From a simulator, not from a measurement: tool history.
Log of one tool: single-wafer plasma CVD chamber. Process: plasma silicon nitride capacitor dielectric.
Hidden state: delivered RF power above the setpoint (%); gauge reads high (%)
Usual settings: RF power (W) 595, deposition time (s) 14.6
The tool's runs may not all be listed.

run	hour	RF power (W)	deposition time (s)	wafers since the last listed run	hours since the last RF generator calibration	hours since the showerhead was replaced	hours since the gauge calibration	read-back reference wafer on the same gauge, thickness_nm	mean film thickness on the monitor wafer (angstrom)
1	0	660	14.6	0	465.2	6768.9	489.3	21.943	241.17
2	65.1	595	14.6	1535	530.3	6834	554.4	21.922	235.52
3	90.1	595	14.6	589	555.3	6859	579.4	21.903	235.63
4	186	595	14.6	2261	651.2	6954.9	675.3	21.915	234.36
5	224.7	595	14.6	912	689.9	6993.6	714	21.918	234.68
6	271.5	595	14.6	1103	736.7	7040.4	760.8	21.914	234.95
7	298.5	595	14.6	636	763.7	7067.4	787.8	21.898	234.12
8	335.5	595	14.6	872	800.7	7104.4	824.8	21.923	234.25
9	377.9	595	14.6	999	843.1	7146.8	867.2	21.898	234.47
# hour 491.1: gauge calibrated
10	504.6	595	14.6	2988	969.8	7273.5	13.5	22.331	237.7
# hour 582: showerhead replaced
11	604.8	595	14.6	2174	1070	22.8	113.7	22.208	238.21
12	653.1	595	14.6	1139	1118.3	71.1	162	22.195	236.79
# hour 706.6: RF generator calibrated
13	709.5	595	14.6	1141	2.9	127.5	218.4	22.148	236.38
14	780.3	595	14.6	1669	73.7	198.3	289.2	22.11	238.19
15	829.4	595	14.6	1157	122.8	247.4	338.3	22.121	235.28
16	856.3	655	14.6	634	149.7	274.3	365.2	22.105	239.43
17	909.4	690	16.7	1252	202.8	327.4	418.3	22.069	280.63
18	969.2	595	14.6	1410	262.6	387.2	478.1	22.079	235.41
19	994.6	700	16.3	599	288	412.6	503.5	22.071	273
20	1061.4	595	14.6	1575	354.8	479.4	570.3	22.04	235.12
21	1117.6	650	15.6	1325	411	535.6	626.5	22.023	256.39
22	1188.7	665	13.6	1676	482.1	606.7	697.6	22.019	225.21
23	1248	640	13.4	1398	541.4	666	756.9	22.01	219.37
24	1297.4	640	17	1165	590.8	715.4	806.3	21.986	276.26

Some steps in mean film thickness on the monitor wafer (angstrom) between neighbouring runs. How much of each would the tool show without its hidden state too (settings, what came in, random variation), and how much is left for the hidden state, with any gauge scatter that isn't in both results?
Run 9 -> 10: gauge calibrated. mean film thickness on the monitor wafer (angstrom) +3.23: hidden state +4.58, all else -1.35.
Run 10 -> 11: showerhead replaced. mean film thickness on the monitor wafer (angstrom) +0.51: hidden state -1.1, all else +1.61.
Run 17 -> 18: RF power (W) 690 -> 595, deposition time (s) 16.7 -> 14.6. mean film thickness on the monitor wafer (angstrom) -45.22: hidden state +0.29, all else -45.51.
Run 23 -> 24: deposition time (s) 13.4 -> 17. mean film thickness on the monitor wafer (angstrom) +56.89: hidden state -0.8, all else +57.69.
